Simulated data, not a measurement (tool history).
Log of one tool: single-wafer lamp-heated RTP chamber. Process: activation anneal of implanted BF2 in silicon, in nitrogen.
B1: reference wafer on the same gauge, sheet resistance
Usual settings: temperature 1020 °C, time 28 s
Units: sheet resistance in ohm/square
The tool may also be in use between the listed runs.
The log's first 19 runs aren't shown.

run 20 day=64.696 | temperature=1048 time=28 | B1=162.25 | sheet_resistance=166.40
run 21 day=67.462 | temperature=1001 time=20 | B1=162.05 | sheet_resistance=266.60
-- day=67.900 reflector plate cleaned
run 22 day=70.342 | temperature=1020 time=33 | B1=161.79 | sheet_resistance=185.95
-- day=70.758 pyrometer window cleaned and pyrometer calibrated
run 23 day=72.900 | temperature=1031 time=35 | B1=161.98 | sheet_resistance=171.01
run 24 day=74.162 | temperature=1020 time=42 | B1=162.07 | sheet_resistance=176.83
run 25 day=75.888 | temperature=1001 time=28 | B1=162.06 | sheet_resistance=241.28
run 26 day=77.800 | temperature=994 time=16 | B1=162.06 | sheet_resistance=312.49
run 27 day=79.071 | temperature=1045 time=28 | B1=161.99 | sheet_resistance=168.28
run 28 day=80.258 | temperature=1038 time=41 | B1=162.13 | sheet_resistance=163.02
run 29 day=82.429 | temperature=1020 time=28 | B1=162.00 | sheet_resistance=193.98
run 30 day=83.675 | temperature=1020 time=28 | B1=161.95 | sheet_resistance=196.55
run 31 day=85.442 | temperature=996 time=28 | B1=161.98 | sheet_resistance=258.96
run 32 day=86.767 | temperature=1039 time=44 | B1=161.95 | sheet_resistance=159.26
run 33 day=88.433 | temperature=1020 time=34 | B1=162.10 | sheet_resistance=186.46
-- day=89.600 pyrometer window cleaned and pyrometer calibrated
-- day=89.912 reflector plate cleaned
run 34 day=90.271 | temperature=1020 time=28 | B1=162.19 | sheet_resistance=194.22
run 35 day=91.675 | temperature=1020 time=44 | B1=161.81 | sheet_resistance=173.49
run 36 day=93.821 | temperature=1043 time=35 | B1=162.11 | sheet_resistance=164.83

Forecast each of these 4 alternatives for the next run:
run A day=93.838 | temperature=1020 time=28 | B1=? | sheet_resistance=?
run B day=93.838 | temperature=1043 time=28 | B1=? | sheet_resistance=?
run C day=93.838 | temperature=1034 time=35 | B1=? | sheet_resistance=?
run D day=93.838 | temperature=1047 time=36 | B1=? | sheet_resistance=?

run=A B1=161.88 sheet_resistance=195.39
run=B B1=161.88 sheet_resistance=171.85
run=C B1=161.88 sheet_resistance=171.28
run=D B1=161.88 sheet_resistance=161.51
Without the tool's hidden state the same runs would have given:
run=A sheet_resistance=195.39
run=B sheet_resistance=171.85
run=C sheet_resistance=171.28
run=D sheet_resistance=161.51
